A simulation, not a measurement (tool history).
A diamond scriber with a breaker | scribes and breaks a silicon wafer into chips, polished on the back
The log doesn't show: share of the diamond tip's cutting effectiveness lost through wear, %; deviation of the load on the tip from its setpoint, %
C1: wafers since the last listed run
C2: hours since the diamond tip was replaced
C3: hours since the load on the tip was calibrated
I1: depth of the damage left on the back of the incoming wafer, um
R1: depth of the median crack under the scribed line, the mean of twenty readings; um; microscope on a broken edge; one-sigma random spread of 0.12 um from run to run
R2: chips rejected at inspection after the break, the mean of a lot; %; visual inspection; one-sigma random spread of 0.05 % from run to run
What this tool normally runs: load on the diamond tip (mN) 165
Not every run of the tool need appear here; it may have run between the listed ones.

{"run": 1, "day": 0.0, "load on the diamond tip (mN)": 165, "C1": 0, "C2": 771.2, "C3": 1539.9, "I1": 0.04, "R1": 9.88, "R2": 4.3}
{"run": 2, "day": 0.383, "load on the diamond tip (mN)": 165, "C1": 35, "C2": 780.4, "C3": 1549.1, "I1": 0.04, "R1": 9.93, "R2": 4.41}
{"run": 3, "day": 2.4, "load on the diamond tip (mN)": 165, "C1": 186, "C2": 828.8, "C3": 1597.5, "I1": 0.02, "R1": 9.39, "R2": 5.59}
{"run": 4, "day": 3.104, "load on the diamond tip (mN)": 165, "C1": 65, "C2": 845.7, "C3": 1614.4, "I1": 0.05, "R1": 9.63, "R2": 5.55}
{"run": 5, "day": 3.688, "load on the diamond tip (mN)": 165, "C1": 54, "C2": 859.7, "C3": 1628.4, "I1": 0.02, "R1": 9.49, "R2": 5.56}
{"run": 6, "day": 4.212, "load on the diamond tip (mN)": 165, "C1": 48, "C2": 872.3, "C3": 1641.0, "I1": 0.01, "R1": 9.17, "R2": 6.34}
{"day": 4.575, "done": "load on the tip recalibrated"}
{"day": 4.738, "done": "diamond tip replaced by a new one"}
{"run": 7, "day": 4.762, "load on the diamond tip (mN)": 165, "C1": 35, "C2": 0.6, "C3": 4.5, "I1": 0.03, "R1": 11.54, "R2": 0.72}
{"run": 8, "day": 5.142, "load on the diamond tip (mN)": 144, "C1": 35, "C2": 9.7, "C3": 13.6, "I1": 0.04, "R1": 9.96, "R2": 3.55}
{"run": 9, "day": 5.625, "load on the diamond tip (mN)": 144, "C1": 44, "C2": 21.3, "C3": 25.2, "I1": 0.02, "R1": 9.79, "R2": 3.16}
{"run": 10, "day": 5.954, "load on the diamond tip (mN)": 178, "C1": 30, "C2": 29.2, "C3": 33.1, "I1": 0.02, "R1": 12.34, "R2": 1.04}
{"run": 11, "day": 6.296, "load on the diamond tip (mN)": 147, "C1": 31, "C2": 37.4, "C3": 41.3, "I1": 0.02, "R1": 10.09, "R2": 2.63}
{"run": 12, "day": 6.85, "load on the diamond tip (mN)": 126, "C1": 51, "C2": 50.7, "C3": 54.6, "I1": 0.01, "R1": 8.78, "R2": 10.88}
{"run": 13, "day": 7.338, "load on the diamond tip (mN)": 165, "C1": 45, "C2": 62.4, "C3": 66.3, "I1": 0.05, "R1": 11.4, "R2": 0.8}
{"run": 14, "day": 7.754, "load on the diamond tip (mN)": 187, "C1": 38, "C2": 72.4, "C3": 76.3, "I1": 0.01, "R1": 12.61, "R2": 2.02}
{"run": 15, "day": 8.083, "load on the diamond tip (mN)": 165, "C1": 30, "C2": 80.3, "C3": 84.2, "I1": 0.02, "R1": 11.3, "R2": 0.75}
{"run": 16, "day": 8.379, "load on the diamond tip (mN)": 151, "C1": 27, "C2": 87.4, "C3": 91.3, "I1": 0.03, "R1": 10.34, "R2": 2.14}

What does the tool deliver on the next run?
{"run": 17, "day": 8.633, "load on the diamond tip (mN)": 165, "C1": 23, "C2": 93.5, "C3": 97.4, "I1": 0.02, "R1": "?", "R2": "?"}

Run 17 gave R1 11.32 um, R2 0.81 %.
Take away the tool's hidden state, keep the run-to-run variation as it was, and the same run would have given R1 11.51 um, R2 0.77 %.

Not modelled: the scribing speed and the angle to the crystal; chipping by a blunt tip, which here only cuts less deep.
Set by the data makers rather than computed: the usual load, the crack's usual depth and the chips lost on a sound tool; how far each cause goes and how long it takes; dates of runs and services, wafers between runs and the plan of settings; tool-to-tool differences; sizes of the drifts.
